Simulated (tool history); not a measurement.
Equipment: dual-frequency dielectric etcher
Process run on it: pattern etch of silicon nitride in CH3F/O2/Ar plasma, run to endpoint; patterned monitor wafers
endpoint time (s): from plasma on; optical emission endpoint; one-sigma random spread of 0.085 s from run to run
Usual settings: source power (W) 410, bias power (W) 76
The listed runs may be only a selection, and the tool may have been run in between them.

run,hour,source power (W),bias power (W),wafers since the last listed run,hours since the last wet clean,hours since the last source power generator calibration,hours since the last bias power generator calibration,hours since the last upper electrode change,"incoming incoming film thickness, nm",endpoint time (s)
1,0.0,410,76,0,487.3,2040.8,3539.6,3327.8,19.33,27.9
# hour 17.9: wet clean of the chamber
2,30.0,410,76,109,12.1,2070.8,3569.6,3357.8,19.21,28.1
3,97.7,410,76,611,79.8,2138.5,3637.3,3425.5,19.29,28.3
4,133.5,410,76,323,115.6,2174.3,3673.1,3461.3,19.31,28.2
5,164.9,410,76,283,147.0,2205.7,3704.5,3492.7,19.26,28.1
6,232.6,410,76,611,214.7,2273.4,3772.2,3560.4,19.45,28.3
7,289.3,410,76,511,271.4,2330.1,3828.9,3617.1,19.35,28.2
8,338.9,410,76,447,321.0,2379.7,3878.5,3666.7,19.03,27.7
# hour 410.5: bias power generator calibrated
9,411.0,410,76,614,393.1,2451.8,0.5,3738.8,19.30,28.0
10,444.2,440,65,299,426.3,2485.0,33.7,3772.0,19.49,28.0
# hour 483.1: upper electrode replaced
# hour 513.8: wet clean of the chamber
11,514.3,330,63,199,0.5,2555.1,103.8,31.2,19.33,32.6
# hour 522.8: source power generator calibrated
12,528.7,480,76,93,14.9,5.9,118.2,45.6,19.44,26.3
13,583.3,370,94,492,69.5,60.5,172.8,100.2,19.30,28.6
14,638.5,410,76,498,124.7,115.7,228.0,155.4,19.27,28.1
15,685.9,410,76,427,172.1,163.1,275.4,202.8,19.32,28.3
16,719.3,410,88,301,205.5,196.5,308.8,236.2,19.20,27.3
17,750.3,410,87,279,236.5,227.5,339.8,267.2,19.28,27.4
18,779.7,370,94,265,265.9,256.9,369.2,296.6,19.48,28.8
19,804.6,490,66,224,290.8,281.8,394.1,321.5,19.28,26.3

For each run, what was the tool's unlogged condition?
source power that arrives over what is set, %: 0, the same for each run
bias power that arrives over what is set, %: 0, the same for each run
H1: etch rate over this chamber's usual, %
run,H1
1,1.82
2,0.191
3,0.406
4,0.519
5,0.619
6,0.833
7,1.01
8,1.17
9,1.4
10,1.5
11,0.0501
12,0.0957
13,0.269
14,0.444
15,0.594
16,0.7
17,0.799
18,0.892
19,0.971
